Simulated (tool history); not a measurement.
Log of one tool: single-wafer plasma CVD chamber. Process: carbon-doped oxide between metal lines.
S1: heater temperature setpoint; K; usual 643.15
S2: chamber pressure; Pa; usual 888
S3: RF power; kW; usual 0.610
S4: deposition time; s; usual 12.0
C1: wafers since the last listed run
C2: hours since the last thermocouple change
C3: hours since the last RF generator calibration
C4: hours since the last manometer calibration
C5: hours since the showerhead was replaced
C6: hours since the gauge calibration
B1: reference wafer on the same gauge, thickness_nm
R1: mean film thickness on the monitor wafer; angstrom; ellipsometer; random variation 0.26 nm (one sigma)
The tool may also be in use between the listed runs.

Run 1, hour 0.0: usual settings; C1 0; C2 1947.1; C3 1641.8; C4 2213.8; C5 6287.8; C6 510.4; B1 61.353. Result: R1 706.65 angstrom.
Run 2, hour 26.9: usual settings but S4 13.3 s; C1 722; C2 1974.0; C3 1668.7; C4 2240.7; C5 6314.7; C6 537.3; B1 61.378. Result: R1 782.53 angstrom.
Run 3, hour 70.0: usual settings but S4 13.3 s; C1 1156; C2 2017.1; C3 1711.8; C4 2283.8; C5 6357.8; C6 580.4; B1 61.397. Result: R1 788.72 angstrom.
Run 4, hour 133.5: usual settings but S4 13.3 s; C1 1704; C2 2080.6; C3 1775.3; C4 2347.3; C5 6421.3; C6 643.9; B1 61.342. Result: R1 778.46 angstrom.
Run 5, hour 165.3: usual settings but S2 943 Pa, S3 0.675 kW; C1 853; C2 2112.4; C3 1807.1; C4 2379.1; C5 6453.1; C6 675.7; B1 61.353. Result: R1 764.04 angstrom.
Run 6, hour 189.5: usual settings but S2 943 Pa, S3 0.675 kW; C1 649; C2 2136.6; C3 1831.3; C4 2403.3; C5 6477.3; C6 699.9; B1 61.432. Result: R1 769.87 angstrom.
Run 7, hour 233.1: usual settings but S1 647.15 K; C1 1170; C2 2180.2; C3 1874.9; C4 2446.9; C5 6520.9; C6 743.5; B1 61.381. Result: R1 701.00 angstrom.
Run 8, hour 262.8: usual settings but S1 647.15 K; C1 797; C2 2209.9; C3 1904.6; C4 2476.6; C5 6550.6; C6 773.2; B1 61.435. Result: R1 699.95 angstrom.
At hour 296.4: capacitance manometer re-zeroed and calibrated.
At hour 324.5: gauge calibrated.
At hour 337.2: showerhead replaced.
At hour 339.3: thermocouple changed; heater temperature recalibrated.
Run 9, hour 339.8: usual settings but S2 843 Pa; C1 1581; C2 0.5; C3 1981.6; C4 43.4; C5 2.6; C6 15.3; B1 61.408. Result: R1 707.77 angstrom.
Run 10, hour 357.4: usual settings but S2 843 Pa; C1 472; C2 18.1; C3 1999.2; C4 61.0; C5 20.2; C6 32.9; B1 61.481. Result: R1 702.36 angstrom.
Run 11, hour 388.6: usual settings but S2 843 Pa; C1 837; C2 49.3; C3 2030.4; C4 92.2; C5 51.4; C6 64.1; B1 61.477. Result: R1 702.22 angstrom.
Run 12, hour 457.2: usual settings but S3 0.725 kW; C1 1841; C2 117.9; C3 2099.0; C4 160.8; C5 120.0; C6 132.7; B1 61.385. Result: R1 805.56 angstrom.
Run 13, hour 492.3: usual settings but S1 637.15 K, S2 712 Pa, S3 0.665 kW, S4 11.1 s; C1 942; C2 153.0; C3 2134.1; C4 195.9; C5 155.1; C6 167.8; B1 61.439. Result: R1 697.77 angstrom.
Run 14, hour 563.4: usual settings but S3 0.510 kW; C1 1908; C2 224.1; C3 2205.2; C4 267.0; C5 226.2; C6 238.9; B1 61.402. Result: R1 601.47 angstrom.
Run 15, hour 623.0: usual settings but S4 13.9 s; C1 1599; C2 283.7; C3 2264.8; C4 326.6; C5 285.8; C6 298.5; B1 61.356. Result: R1 815.99 angstrom.
At hour 686.4: RF generator calibrated.
Run 16, hour 692.2: usual settings but S1 629.15 K, S3 0.525 kW, S4 13.1 s; C1 1642; C2 352.9; C3 5.8; C4 395.8; C5 355.0; C6 367.7; B1 61.328. Result: R1 759.71 angstrom.
Run 17, hour 725.6: usual settings but S1 636.15 K, S2 667 Pa, S3 0.545 kW, S4 11.0 s; C1 896; C2 386.3; C3 39.2; C4 429.2; C5 388.4; C6 401.1; B1 61.398. Result: R1 633.04 angstrom.
Run 18, hour 794.8: usual settings but S2 715 Pa, S3 0.670 kW; C1 1857; C2 455.5; C3 108.4; C4 498.4; C5 457.6; C6 470.3; B1 61.344. Result: R1 798.37 angstrom.
Run 19, hour 843.5: usual settings but S2 1052 Pa; C1 1307; C2 504.2; C3 157.1; C4 547.1; C5 506.3; C6 519.0; B1 61.380. Result: R1 752.49 angstrom.
Run 20, hour 874.7: usual settings; C1 837; C2 535.4; C3 188.3; C4 578.3; C5 537.5; C6 550.2; B1 61.424. Result: R1 746.49 angstrom.
Run 21, hour 918.9: usual settings; C1 1186; C2 579.6; C3 232.5; C4 622.5; C5 581.7; C6 594.4; B1 61.421. Result: R1 742.06 angstrom.
Run 22, hour 967.9: usual settings but S1 650.15 K, S2 1029 Pa, S3 0.730 kW; C1 1315; C2 628.6; C3 281.5; C4 671.5; C5 630.7; C6 643.4; B1 61.378. Result: R1 837.02 angstrom.

Hidden state or all else? Some run-to-run changes of R1, split into what the settings, what came in and random variation would give without the hidden state, and what is left for the hidden state (with any gauge scatter that isn't in both results):
The hidden state here: wafer temperature above the value expected at the setpoint (K); delivered RF power above the setpoint (%); true pressure above the setpoint (%); gauge reads high (%).
Run 14 -> 15: S3 0.510 -> 0.610, S4 12.0 -> 13.9. R1 +214.52 angstrom: hidden state -10.17, all else +224.69.
Run 15 -> 16: S1 643.15 -> 629.15, S3 0.610 -> 0.525, S4 13.9 -> 13.1, RF generator calibrated. R1 -56.28 angstrom: hidden state +58.80, all else -115.08.
Run 17 -> 18: S1 636.15 -> 643.15, S2 667 -> 715, S3 0.545 -> 0.670, S4 11.0 -> 12.0. R1 +165.33 angstrom: hidden state -5.39, all else +170.72.
